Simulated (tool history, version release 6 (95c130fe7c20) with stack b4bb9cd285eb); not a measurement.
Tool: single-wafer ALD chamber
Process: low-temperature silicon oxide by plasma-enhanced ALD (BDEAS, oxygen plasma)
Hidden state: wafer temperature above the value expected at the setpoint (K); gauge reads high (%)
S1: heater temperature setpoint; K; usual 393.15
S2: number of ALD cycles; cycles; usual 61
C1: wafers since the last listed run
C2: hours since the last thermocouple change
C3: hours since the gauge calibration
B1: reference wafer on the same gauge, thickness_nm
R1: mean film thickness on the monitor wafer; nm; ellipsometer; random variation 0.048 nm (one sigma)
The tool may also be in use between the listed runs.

run   hour      S1  S2   C1      C2     C3      B1      R1
  1      0  384.15  61    0  2003.5   77.8  10.053   8.674
  2   19.6  393.15  51   88  2023.1   97.4  10.058    7.15
  3   45.6  393.15  51  117  2049.1  123.4  10.053   7.121
  4   61.9  393.15  61   73  2065.4  139.7  10.049   8.532
  5   89.3  393.15  61  123  2092.8  167.1  10.056   8.571
  6  120.9  393.15  61  142  2124.4  198.7  10.052   8.658
  7  146.9  393.15  61  117  2150.4  224.7  10.037   8.585
  8  170.4  393.15  61  105  2173.9  248.2  10.056   8.484
  9  198.9  404.15  61  128  2202.4  276.7  10.055    8.46
 10  216.9  404.15  61   81  2220.4  294.7   10.05   8.379
 11  238.8  393.15  61   98  2242.3  316.6  10.043   8.542
 12  267.4  393.15  61  128  2270.9  345.2  10.055    8.61
 13  291.2  393.15  61  107  2294.7    369  10.056   8.594
 14  325.1  393.15  61  152  2328.6  402.9  10.043   8.574
 15    349  389.15  64  107  2352.5  426.8  10.045   8.984
 16  370.8  389.15  64   98  2374.3  448.6  10.054   9.057
 17  387.3  393.15  69   74  2390.8  465.1  10.055   9.755
 18  407.1  393.15  69   89  2410.6  484.9  10.048   9.638
 19  433.9  393.15  69  120  2437.4  511.7  10.052   9.711
 20  469.3  386.15  50  159  2472.8  547.1  10.068   7.176
     473.4  -- gauge calibrated
 21  492.5  393.15  61  104    2496   19.1  10.047   8.539
 22  509.6  387.15  66   76  2513.1   36.2  10.048   9.391
 23  530.4  380.15  55   93  2533.9     57  10.045   7.816
 24  551.6  378.15  72   95  2555.1   78.2  10.048  10.283
 25  577.5  393.15  61  116    2581  104.1  10.061   8.526
 26  600.6  393.15  68  103  2604.1  127.2  10.054   9.483
     610.1  -- thermocouple changed; heater temperature recalibrated
 27  628.4  403.15  61   89    18.3    155  10.046   8.398
 28  649.5  403.15  71   94    39.4  176.1  10.058   9.872
 29  670.3  380.15  71   93    60.2  196.9  10.046  10.266
 30  698.6  380.15  55  127    88.5  225.2  10.041   7.867
 31  710.9  387.15  55   55   100.8  237.5  10.061   7.768
 32  745.4  386.15  70  155   135.3    272  10.037   9.854
 33  760.8  393.15  61   69   150.7  287.4  10.051   8.642
 34  774.8  378.15  71   63   164.7  301.4  10.055  10.189
 35  810.3  386.15  73  159   200.2  336.9  10.044  10.422
 36  839.6  399.15  67  131   229.5  366.2  10.044    9.23
 37  871.5  400.15  61  143   261.4  398.1  10.061   8.469
 38  905.5  400.15  70  153   295.4  432.1  10.046   9.644

How the hidden state differs across the entries between the runs, from the last listed run before each to the first after it:
Between runs 20 and 21: gauge calibrated (hour 473.4)
  no hidden state differs between the two runs
Between runs 26 and 27: thermocouple changed; heater temperature recalibrated (hour 610.1)
  no hidden state differs between the two runs
